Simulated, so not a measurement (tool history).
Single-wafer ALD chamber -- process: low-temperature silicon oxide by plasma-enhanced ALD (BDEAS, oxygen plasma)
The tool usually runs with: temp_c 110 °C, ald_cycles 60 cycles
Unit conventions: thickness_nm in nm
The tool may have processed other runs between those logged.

run,hour,temp_c,ald_cycles,wafers since the last listed run,hours since the last thermocouple change,hours since the gauge calibration,"read-back reference wafer on the same gauge, thickness_nm",thickness_nm
1,0,110,60,0,1857.5,344.7,8.434,8.76
2,31.5,116,60,181,1889,376.2,8.444,8.694
3,67.3,116,60,206,1924.8,412,8.452,8.676
4,93.1,116,60,148,1950.6,437.8,8.46,8.666
5,124.6,110,60,181,1982.1,469.3,8.467,8.772
6,158.1,110,60,193,2015.6,502.8,8.476,8.774
7,172.4,110,60,82,2029.9,517.1,8.478,8.845
8,206.8,110,60,198,2064.3,551.5,8.489,8.78
9,220.7,122,60,80,2078.2,565.4,8.492,8.614
10,254.9,122,60,197,2112.4,599.6,8.501,8.635
11,274.3,110,60,111,2131.8,619,8.504,8.822
12,291.6,105,60,99,2149.1,636.3,8.507,8.894
13,322.7,105,60,179,2180.2,667.4,8.515,8.923
14,349.2,105,60,152,2206.7,693.9,8.524,8.918
15,376.3,110,60,156,2233.8,721,8.53,8.806
16,397.2,105,60,120,2254.7,741.9,8.534,8.93
17,422.9,110,60,148,2280.4,767.6,8.541,8.825
# hour 436.8: thermocouple changed; heater temperature recalibrated
18,443.2,97,60,70,6.4,787.9,8.547,9.118
19,455.5,110,70,70,18.7,800.2,8.552,10.359
20,481.8,105,60,151,45,826.5,8.562,8.962
# hour 488.3: gauge calibrated
21,494.5,96,60,73,57.7,6.2,8.357,8.913

Run 22 is up next; what results do you expect?
22,508.7,110,60,81,71.9,20.4,?,?

{"run 22": {"read-back reference wafer on the same gauge, thickness_nm": 8.364, "thickness_nm": 8.69}}
With the hidden condition absent and the run-to-run variation left alone, this run would have shown thickness_nm 8.638 nm.

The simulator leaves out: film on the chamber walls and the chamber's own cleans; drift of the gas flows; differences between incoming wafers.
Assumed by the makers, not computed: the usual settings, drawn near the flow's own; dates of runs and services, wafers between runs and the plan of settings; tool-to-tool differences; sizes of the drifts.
